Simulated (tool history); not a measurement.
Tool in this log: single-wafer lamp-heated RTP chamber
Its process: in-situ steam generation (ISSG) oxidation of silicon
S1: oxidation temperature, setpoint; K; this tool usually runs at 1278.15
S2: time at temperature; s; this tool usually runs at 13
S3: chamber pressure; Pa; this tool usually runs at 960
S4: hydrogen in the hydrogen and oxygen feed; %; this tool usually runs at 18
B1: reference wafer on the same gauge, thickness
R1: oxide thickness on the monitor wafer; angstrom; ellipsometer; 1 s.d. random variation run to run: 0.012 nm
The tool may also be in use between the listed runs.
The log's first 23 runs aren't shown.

run 24 day=79.317 | S1=1278.15 S2=13 S3=1067 S4=11 | B1=3.861 | R1=42.45
run 25 day=81.108 | S1=1296.15 S2=16 S3=1133 S4=21 | B1=3.855 | R1=58.63
-- day=83.862 pyrometer window cleaned and pyrometer calibrated
run 26 day=85.475 | S1=1290.15 S2=13 S3=960 S4=11 | B1=3.861 | R1=43.16
run 27 day=89.771 | S1=1278.15 S2=18 S3=920 S4=22 | B1=3.863 | R1=57.11
run 28 day=93 | S1=1278.15 S2=15 S3=960 S4=21 | B1=3.859 | R1=52.2
run 29 day=94.808 | S1=1297.15 S2=13 S3=1080 S4=18 | B1=3.856 | R1=51.12
run 30 day=96.475 | S1=1278.15 S2=16 S3=1160 S4=11 | B1=3.86 | R1=46.53
run 31 day=100.425 | S1=1278.15 S2=13 S3=960 S4=18 | B1=3.861 | R1=47.17

Below are 4 alternative next runs, each starting from the tool's condition after run 31. Predict each:
run A day=100.442 | S1=1278.15 S2=13 S3=960 S4=23 | B1=? | R1=?
run B day=100.442 | S1=1278.15 S2=10 S3=1093 S4=18 | B1=? | R1=?
run C day=100.442 | S1=1278.15 S2=11 S3=960 S4=13 | B1=? | R1=?
run D day=100.442 | S1=1278.15 S2=13 S3=920 S4=18 | B1=? | R1=?

run=A B1=3.862 R1=50.16
run=B B1=3.862 R1=41.99
run=C B1=3.862 R1=40.32
run=D B1=3.862 R1=46.93
Stripped of hidden state, with their random variation kept, the same runs would have yielded:
run=A R1=48.91
run=B R1=41.06
run=C R1=39.39
run=D R1=45.75

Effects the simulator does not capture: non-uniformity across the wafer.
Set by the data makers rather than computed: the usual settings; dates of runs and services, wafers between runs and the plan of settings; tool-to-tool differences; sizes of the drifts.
